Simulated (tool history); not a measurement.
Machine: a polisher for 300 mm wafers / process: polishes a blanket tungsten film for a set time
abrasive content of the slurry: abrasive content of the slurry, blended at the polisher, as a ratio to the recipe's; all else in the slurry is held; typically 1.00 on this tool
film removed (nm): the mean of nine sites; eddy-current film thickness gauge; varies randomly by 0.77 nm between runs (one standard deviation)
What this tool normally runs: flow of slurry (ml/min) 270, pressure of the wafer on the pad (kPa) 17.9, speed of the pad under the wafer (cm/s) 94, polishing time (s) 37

| run | hour | flow of slurry (ml/min) | pressure of the wafer on the pad (kPa) | speed of the pad under the wafer (cm/s) | abrasive content of the slurry | polishing time (s) | wafers since the last listed run | wafers polished on this pad | hours since the slurry nozzle was cleaned | hours since the head pressure was calibrated | hours since the slurry blender was calibrated | hours since the slurry got fresh peroxide | incoming thickness of the incoming film, nm | film removed (nm) |
|---|---|---|---|---|---|---|---|---|---|---|---|---|---|---|
| 1 | 0.0 | 270 | 17.9 | 94 | 1.25 | 37 | 0 | 681 | 143.6 | 739.3 | 1.4 | 52.4 | 795.2 | 111.7 |
| 2 | 14.6 | 270 | 17.9 | 94 | 1.25 | 37 | 182 | 863 | 158.2 | 753.9 | 16.0 | 67.0 | 782.4 | 109.4 |
|  | 21.1 | worn pad replaced by a new one |
| 3 | 28.6 | 270 | 17.9 | 94 | 1.00 | 46 | 125 | 94 | 172.2 | 767.9 | 30.0 | 81.0 | 787.2 | 133.6 |
| 4 | 44.7 | 250 | 17.9 | 94 | 1.00 | 37 | 201 | 296 | 188.3 | 784.0 | 46.1 | 97.1 | 793.5 | 105.2 |
|  | 57.2 | head pressure recalibrated |
| 5 | 58.4 | 250 | 17.9 | 94 | 1.00 | 37 | 146 | 442 | 202.0 | 1.2 | 59.8 | 110.8 | 795.4 | 105.0 |
| 6 | 72.2 | 250 | 17.9 | 94 | 1.00 | 37 | 172 | 615 | 215.8 | 15.0 | 73.6 | 124.6 | 790.0 | 104.7 |
| 7 | 89.8 | 270 | 17.9 | 94 | 1.00 | 28 | 220 | 836 | 233.4 | 32.6 | 91.2 | 142.2 | 799.2 | 78.6 |
|  | 100.1 | slurry tank refilled with fresh slurry and peroxide |
|  | 104.5 | worn pad replaced by a new one |
| 8 | 105.0 | 320 | 17.9 | 82 | 0.70 | 24 | 127 | 6 | 248.6 | 47.8 | 106.4 | 4.9 | 805.9 | 57.2 |
| 9 | 110.9 | 250 | 17.9 | 94 | 1.00 | 37 | 73 | 79 | 254.5 | 53.7 | 112.3 | 10.8 | 786.4 | 107.3 |
|  | 112.5 | slurry nozzle cleaned |
|  | 118.3 | slurry blender recalibrated |
| 10 | 124.6 | 270 | 17.9 | 104 | 1.00 | 46 | 134 | 213 | 12.1 | 67.4 | 6.3 | 24.5 | 777.4 | 144.7 |
| 11 | 135.8 | 270 | 17.9 | 94 | 1.00 | 44 | 140 | 354 | 23.3 | 78.6 | 17.5 | 35.7 | 788.0 | 127.7 |
| 12 | 152.6 | 270 | 17.9 | 94 | 1.00 | 37 | 210 | 564 | 40.1 | 95.4 | 34.3 | 52.5 | 790.0 | 106.2 |
| 13 | 164.5 | 355 | 20.0 | 94 | 0.75 | 41 | 149 | 713 | 52.0 | 107.3 | 46.2 | 64.4 | 776.8 | 121.0 |
| 14 | 179.3 | 270 | 17.9 | 94 | 1.00 | 37 | 185 | 899 | 66.8 | 122.1 | 61.0 | 79.2 | 789.8 | 102.8 |

Some steps in film removed (nm), run to run, broken into two amounts with sign: the step expected even without the hidden condition (settings, incoming material, random variation), and the rest, left for the hidden condition together with whatever gauge scatter is not in both the measured and the hidden-condition-free result:
Hidden state present: removal rate lost through wear of the pad, %; slurry flow missing at the pad, %; deviation of the head's pressure from its setpoint, %; abrasive missing from the slurry, %; peroxide lost from the slurry, %.
Run 2 -> 3: abrasive content of the slurry 1.25 -> 1.00, polishing time (s) 37 -> 46, worn pad replaced by a new one. film removed (nm) +24.2: hidden state +4.6, all else +19.6.
Run 8 -> 9: flow of slurry (ml/min) 320 -> 250, speed of the pad under the wafer (cm/s) 82 -> 94, abrasive content of the slurry 0.70 -> 1.00, polishing time (s) 24 -> 37. film removed (nm) +50.1: hidden state -0.1, all else +50.2.

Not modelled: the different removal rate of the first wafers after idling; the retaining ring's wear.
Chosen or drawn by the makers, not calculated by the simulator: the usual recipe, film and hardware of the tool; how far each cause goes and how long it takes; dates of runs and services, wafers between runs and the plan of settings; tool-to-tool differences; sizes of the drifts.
